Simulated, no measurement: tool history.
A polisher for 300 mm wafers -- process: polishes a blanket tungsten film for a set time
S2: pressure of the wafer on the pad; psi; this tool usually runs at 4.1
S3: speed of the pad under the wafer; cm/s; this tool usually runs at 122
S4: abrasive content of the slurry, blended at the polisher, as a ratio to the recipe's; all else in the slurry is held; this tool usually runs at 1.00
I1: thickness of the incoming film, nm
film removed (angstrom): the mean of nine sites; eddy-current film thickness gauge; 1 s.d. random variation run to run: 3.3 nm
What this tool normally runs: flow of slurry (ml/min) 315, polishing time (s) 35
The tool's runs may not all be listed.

run 1 hour=0.0 | flow_of_slurry_(ml/min)=315 S2=4.1 S3=122 S4=1.20 polishing_time_(s)=35 | I1=1126.7 | film_removed_(angstrom)=2579
run 2 hour=34.5 | flow_of_slurry_(ml/min)=340 S2=4.1 S3=122 S4=1.00 polishing_time_(s)=35 | I1=1111.6 | film_removed_(angstrom)=2362
run 3 hour=56.9 | flow_of_slurry_(ml/min)=315 S2=4.1 S3=122 S4=1.00 polishing_time_(s)=35 | I1=1101.9 | film_removed_(angstrom)=2378
run 4 hour=75.5 | flow_of_slurry_(ml/min)=315 S2=5.3 S3=122 S4=1.00 polishing_time_(s)=35 | I1=1124.0 | film_removed_(angstrom)=3064
run 5 hour=111.5 | flow_of_slurry_(ml/min)=415 S2=4.1 S3=156 S4=0.70 polishing_time_(s)=44 | I1=1101.0 | film_removed_(angstrom)=3257
run 6 hour=127.8 | flow_of_slurry_(ml/min)=315 S2=4.1 S3=122 S4=1.00 polishing_time_(s)=35 | I1=1086.9 | film_removed_(angstrom)=2325
run 7 hour=153.6 | flow_of_slurry_(ml/min)=355 S2=4.8 S3=96 S4=1.00 polishing_time_(s)=35 | I1=1104.2 | film_removed_(angstrom)=2175
run 8 hour=171.3 | flow_of_slurry_(ml/min)=405 S2=4.1 S3=122 S4=1.00 polishing_time_(s)=35 | I1=1090.9 | film_removed_(angstrom)=2435
run 9 hour=197.0 | flow_of_slurry_(ml/min)=345 S2=5.4 S3=122 S4=1.00 polishing_time_(s)=35 | I1=1094.7 | film_removed_(angstrom)=3163
run 10 hour=225.6 | flow_of_slurry_(ml/min)=315 S2=4.1 S3=122 S4=1.00 polishing_time_(s)=35 | I1=1111.9 | film_removed_(angstrom)=2370
run 11 hour=254.7 | flow_of_slurry_(ml/min)=315 S2=3.3 S3=138 S4=1.00 polishing_time_(s)=35 | I1=1112.9 | film_removed_(angstrom)=2156
run 12 hour=275.9 | flow_of_slurry_(ml/min)=315 S2=4.1 S3=122 S4=1.00 polishing_time_(s)=35 | I1=1108.8 | film_removed_(angstrom)=2387
run 13 hour=302.9 | flow_of_slurry_(ml/min)=315 S2=4.1 S3=122 S4=1.00 polishing_time_(s)=35 | I1=1127.0 | film_removed_(angstrom)=2338
run 14 hour=338.8 | flow_of_slurry_(ml/min)=410 S2=4.6 S3=132 S4=1.00 polishing_time_(s)=35 | I1=1101.5 | film_removed_(angstrom)=2875
run 15 hour=356.1 | flow_of_slurry_(ml/min)=395 S2=4.7 S3=122 S4=1.00 polishing_time_(s)=25 | I1=1101.2 | film_removed_(angstrom)=1978
run 16 hour=402.9 | flow_of_slurry_(ml/min)=375 S2=4.1 S3=96 S4=1.00 polishing_time_(s)=35 | I1=1086.3 | film_removed_(angstrom)=1904
run 17 hour=435.9 | flow_of_slurry_(ml/min)=315 S2=4.1 S3=122 S4=1.00 polishing_time_(s)=35 | I1=1116.3 | film_removed_(angstrom)=2363
run 18 hour=454.7 | flow_of_slurry_(ml/min)=315 S2=4.1 S3=122 S4=1.00 polishing_time_(s)=28 | I1=1114.4 | film_removed_(angstrom)=1914
run 19 hour=555.9 | flow_of_slurry_(ml/min)=280 S2=3.0 S3=140 S4=1.00 polishing_time_(s)=35 | I1=1097.6 | film_removed_(angstrom)=1997
run 20 hour=575.9 | flow_of_slurry_(ml/min)=340 S2=4.1 S3=122 S4=1.00 polishing_time_(s)=35 | I1=1101.1 | film_removed_(angstrom)=2365
run 21 hour=590.1 | flow_of_slurry_(ml/min)=315 S2=4.1 S3=122 S4=1.00 polishing_time_(s)=35 | I1=1106.2 | film_removed_(angstrom)=2386
run 22 hour=617.5 | flow_of_slurry_(ml/min)=345 S2=4.1 S3=122 S4=1.00 polishing_time_(s)=35 | I1=1094.8 | film_removed_(angstrom)=2354
run 23 hour=644.3 | flow_of_slurry_(ml/min)=315 S2=4.1 S3=122 S4=1.00 polishing_time_(s)=35 | I1=1111.0 | film_removed_(angstrom)=2363
run 24 hour=671.1 | flow_of_slurry_(ml/min)=315 S2=4.1 S3=122 S4=0.80 polishing_time_(s)=35 | I1=1125.3 | film_removed_(angstrom)=2185
run 25 hour=703.3 | flow_of_slurry_(ml/min)=235 S2=4.1 S3=122 S4=0.90 polishing_time_(s)=35 | I1=1116.2 | film_removed_(angstrom)=2143
run 26 hour=722.6 | flow_of_slurry_(ml/min)=395 S2=4.1 S3=122 S4=1.00 polishing_time_(s)=35 | I1=1121.1 | film_removed_(angstrom)=2413

Not shown here: 14 entries made in the log between runs. Locate each between two listed runs and compare the hidden state at the listed run before it with the hidden state at the listed run after it:
Run 1 -> run 2: head pressure recalibrated (hour 31.3)
  no difference in the tool's unlogged condition between these two runs
Run 3 -> run 4: slurry blender recalibrated (hour 66.0)
  no difference in the tool's unlogged condition between these two runs
Run 7 -> run 8: slurry tank refilled with fresh slurry and peroxide (hour 170.4)
  no difference in the tool's unlogged condition between these two runs
Run 9 -> run 10: worn pad replaced by a new one (hour 207.8); slurry nozzle cleaned (hour 213.0)
  no difference in the tool's unlogged condition between these two runs
Run 13 -> run 14: slurry blender recalibrated (hour 315.5)
  no difference in the tool's unlogged condition between these two runs
Run 14 -> run 15: head pressure recalibrated (hour 352.7)
  no difference in the tool's unlogged condition between these two runs
Run 16 -> run 17: slurry tank refilled with fresh slurry and peroxide (hour 428.7)
  no difference in the tool's unlogged condition between these two runs
Run 17 -> run 18: worn pad replaced by a new one (hour 441.5)
  no difference in the tool's unlogged condition between these two runs
Run 18 -> run 19: slurry nozzle cleaned (hour 536.9)
  no difference in the tool's unlogged condition between these two runs
Run 22 -> run 23: slurry blender recalibrated (hour 627.3)
  no difference in the tool's unlogged condition between these two runs
Run 23 -> run 24: head pressure recalibrated (hour 649.5)
  no difference in the tool's unlogged condition between these two runs
Run 24 -> run 25: slurry tank refilled with fresh slurry and peroxide (hour 695.4); worn pad replaced by a new one (hour 702.8)
  no difference in the tool's unlogged condition between these two runs
